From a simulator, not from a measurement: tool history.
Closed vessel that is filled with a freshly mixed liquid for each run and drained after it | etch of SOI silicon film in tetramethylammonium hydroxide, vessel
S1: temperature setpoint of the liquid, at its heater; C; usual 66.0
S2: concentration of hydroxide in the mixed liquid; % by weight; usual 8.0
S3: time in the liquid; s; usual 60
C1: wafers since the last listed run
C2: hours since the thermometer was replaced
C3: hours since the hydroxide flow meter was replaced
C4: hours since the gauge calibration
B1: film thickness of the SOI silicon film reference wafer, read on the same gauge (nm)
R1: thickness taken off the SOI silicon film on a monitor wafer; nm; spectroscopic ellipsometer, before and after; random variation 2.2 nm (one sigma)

run,day,S1,S2,S3,C1,C2,C3,C4,B1,R1
1,0.000,66.0,8.0,60,0,1783.2,1224.5,363.1,130.00,330.95
2,2.538,66.0,8.0,60,6827,1844.1,1285.4,424.0,130.03,336.02
3,4.121,66.0,8.0,60,4259,1882.1,1323.4,462.0,130.00,334.59
4,7.692,64.0,8.0,45,9607,1967.8,1409.1,547.7,130.00,219.72
5,12.000,66.0,8.0,60,11591,2071.2,1512.5,651.1,130.01,331.65
# day 15.717: thermometer replaced
# day 16.017: hydroxide flow meter replaced
6,16.154,66.0,8.0,60,10952,10.5,3.3,750.8,130.02,308.11
7,20.233,66.0,8.0,60,10974,108.4,101.2,848.7,129.98,304.92
# day 22.271: thermometer replaced, repeated, since the last time left the tool worse
8,23.608,66.0,8.0,30,8968,32.1,182.2,929.7,129.99,180.64
# day 25.454: gauge calibrated
9,27.250,61.5,6.0,80,9797,119.5,269.6,43.1,130.01,389.58
10,30.350,72.0,7.0,45,8340,193.9,344.0,117.5,129.99,394.02
11,33.929,66.0,8.0,60,9629,279.8,429.9,203.4,130.00,356.81
12,36.375,66.0,8.0,60,6580,338.5,488.6,262.1,129.97,355.99
13,40.125,66.0,8.0,60,10089,428.5,578.6,352.1,130.02,350.98
14,44.088,61.5,6.5,75,10660,523.6,673.7,447.2,130.00,349.45
15,48.458,60.5,10.0,80,11759,628.5,778.6,552.1,129.99,302.36

5 ways to go on from here, each from the tool as it stands after run 15. What would each give?
A,48.488,66.0,6.5,60,78,629.2,779.3,552.8,?,?
B,48.488,66.0,10.5,35,78,629.2,779.3,552.8,?,?
C,48.488,70.5,6.0,60,78,629.2,779.3,552.8,?,?
D,48.488,70.5,7.0,60,78,629.2,779.3,552.8,?,?
E,48.488,71.0,8.0,40,78,629.2,779.3,552.8,?,?

run,B1,R1
A,129.99,370.22
B,129.99,185.22
C,129.99,493.04
D,129.99,475.26
E,129.99,314.08
Without the tool's hidden state the same runs would have given:
run,R1
A,390.39
B,195.31
C,519.17
D,500.45
E,330.68
